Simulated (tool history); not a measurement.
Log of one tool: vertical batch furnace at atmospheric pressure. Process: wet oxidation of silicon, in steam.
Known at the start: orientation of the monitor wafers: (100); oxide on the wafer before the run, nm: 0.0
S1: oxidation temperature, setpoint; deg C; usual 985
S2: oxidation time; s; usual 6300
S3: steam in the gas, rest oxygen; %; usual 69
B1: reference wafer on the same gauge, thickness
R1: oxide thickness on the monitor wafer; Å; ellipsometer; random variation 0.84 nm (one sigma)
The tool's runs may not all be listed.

run 1 hour=0.0 | S1=1005 S2=6300 S3=60 | B1=487.90 | R1=4196.8
run 2 hour=19.3 | S1=985 S2=6300 S3=69 | B1=488.03 | R1=3978.9
run 3 hour=27.5 | S1=985 S2=6300 S3=69 | B1=487.81 | R1=3966.2
run 4 hour=39.8 | S1=985 S2=6300 S3=69 | B1=488.21 | R1=3978.3
run 5 hour=60.4 | S1=985 S2=6300 S3=69 | B1=487.96 | R1=3979.3
run 6 hour=81.0 | S1=985 S2=6300 S3=69 | B1=487.88 | R1=3954.4
run 7 hour=136.1 | S1=985 S2=6300 S3=69 | B1=487.93 | R1=3969.7
run 8 hour=147.6 | S1=985 S2=6300 S3=69 | B1=487.86 | R1=3957.2
run 9 hour=157.4 | S1=985 S2=6300 S3=69 | B1=487.90 | R1=3969.8
run 10 hour=173.9 | S1=985 S2=6300 S3=69 | B1=488.11 | R1=3960.0
run 11 hour=182.3 | S1=985 S2=6300 S3=74 | B1=487.90 | R1=4156.0
run 12 hour=194.2 | S1=985 S2=6300 S3=74 | B1=487.88 | R1=4173.3
-- hour=201.4 gauge calibrated
-- hour=221.9 thermocouples replaced and temperature profile calibrated
run 13 hour=222.4 | S1=985 S2=6300 S3=69 | B1=487.96 | R1=3967.3
run 14 hour=229.1 | S1=985 S2=6300 S3=69 | B1=488.10 | R1=3963.1
run 15 hour=240.0 | S1=985 S2=5040 S3=69 | B1=488.00 | R1=3381.0
run 16 hour=255.1 | S1=985 S2=5040 S3=69 | B1=487.94 | R1=3379.1
run 17 hour=274.2 | S1=985 S2=6300 S3=77 | B1=487.91 | R1=4249.7
run 18 hour=292.6 | S1=965 S2=8160 S3=75 | B1=487.97 | R1=4312.4
run 19 hour=314.2 | S1=966 S2=3840 S3=62 | B1=487.93 | R1=2130.0
-- hour=345.8 steam generator serviced
run 20 hour=346.3 | S1=1002 S2=6300 S3=58 | B1=488.05 | R1=4238.9
run 21 hour=354.0 | S1=969 S2=8070 S3=69 | B1=487.98 | R1=4437.2
run 22 hour=368.7 | S1=985 S2=3750 S3=69 | B1=487.98 | R1=2895.5
run 23 hour=390.4 | S1=985 S2=6300 S3=69 | B1=487.81 | R1=4212.8
run 24 hour=399.0 | S1=978 S2=4140 S3=72 | B1=488.05 | R1=3024.6
run 25 hour=408.4 | S1=1007 S2=4260 S3=62 | B1=487.93 | R1=3500.9
run 26 hour=417.2 | S1=966 S2=3840 S3=62 | B1=488.26 | R1=2278.9
run 27 hour=436.0 | S1=985 S2=6300 S3=69 | B1=488.02 | R1=4216.8
run 28 hour=445.0 | S1=985 S2=6300 S3=69 | B1=488.21 | R1=4205.6
run 29 hour=462.8 | S1=985 S2=6300 S3=69 | B1=488.18 | R1=4184.8
run 30 hour=482.9 | S1=978 S2=8040 S3=64 | B1=487.94 | R1=4470.7
run 31 hour=495.3 | S1=985 S2=6300 S3=69 | B1=488.16 | R1=4194.5
run 32 hour=509.1 | S1=974 S2=6300 S3=74 | B1=488.07 | R1=4050.9

3 ways to go on from here, each from the tool as it stands after run 32. What would each give?
run A hour=514.4 | S1=962 S2=6300 S3=69 | B1=? | R1=?
run B hour=514.4 | S1=985 S2=8850 S3=66 | B1=? | R1=?
run C hour=514.4 | S1=985 S2=4440 S3=75 | B1=? | R1=?

run=A B1=488.01 R1=3473.7
run=B B1=488.01 R1=5125.5
run=C B1=488.01 R1=3470.2
Without the tool's hidden state the same runs would have given:
run=A R1=3492.3
run=B R1=5150.3
run=C R1=3488.2
